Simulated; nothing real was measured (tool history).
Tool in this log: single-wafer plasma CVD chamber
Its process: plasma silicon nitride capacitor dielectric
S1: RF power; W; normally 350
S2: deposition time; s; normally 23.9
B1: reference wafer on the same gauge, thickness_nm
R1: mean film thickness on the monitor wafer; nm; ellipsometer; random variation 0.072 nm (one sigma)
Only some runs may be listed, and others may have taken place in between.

run,day,S1,S2,B1,R1
1,0,350,23.9,38.803,32.641
2,1.842,350,23.9,38.804,32.624
3,3.708,350,21.1,38.797,28.69
4,6.358,350,23.9,38.813,32.607
5,8.708,350,23.9,38.825,32.546
6,10.792,350,23.9,38.812,32.692
7,12.7,350,23.9,38.791,32.622
8,16.671,350,23.9,38.826,32.398
9,19.504,350,23.9,38.786,32.376
# day 20.662: gauge calibrated
10,21.233,350,23.9,38.777,32.387
11,23.529,350,23.9,38.8,32.291
# day 25.021: showerhead replaced
12,25.329,415,23.9,38.771,33.443
13,26.65,350,23.9,38.822,32.376
# day 28.725: RF generator calibrated
14,28.95,350,23.9,38.807,32.752
15,30.975,310,22.3,38.784,29.772
16,32.046,350,23.9,38.804,32.784
17,33.571,390,23.9,38.789,33.521
18,35.046,285,23.9,38.777,31.372
19,37.862,370,27.5,38.762,38.182
20,39.012,350,23.9,38.784,32.803

Run 21 is up next; what results do you expect?
21,40.45,350,27.4,?,?

B1: 38.77
R1: 37.698 nm
Minus the tool's unlogged condition, the same run would have read R1 37.787 nm.

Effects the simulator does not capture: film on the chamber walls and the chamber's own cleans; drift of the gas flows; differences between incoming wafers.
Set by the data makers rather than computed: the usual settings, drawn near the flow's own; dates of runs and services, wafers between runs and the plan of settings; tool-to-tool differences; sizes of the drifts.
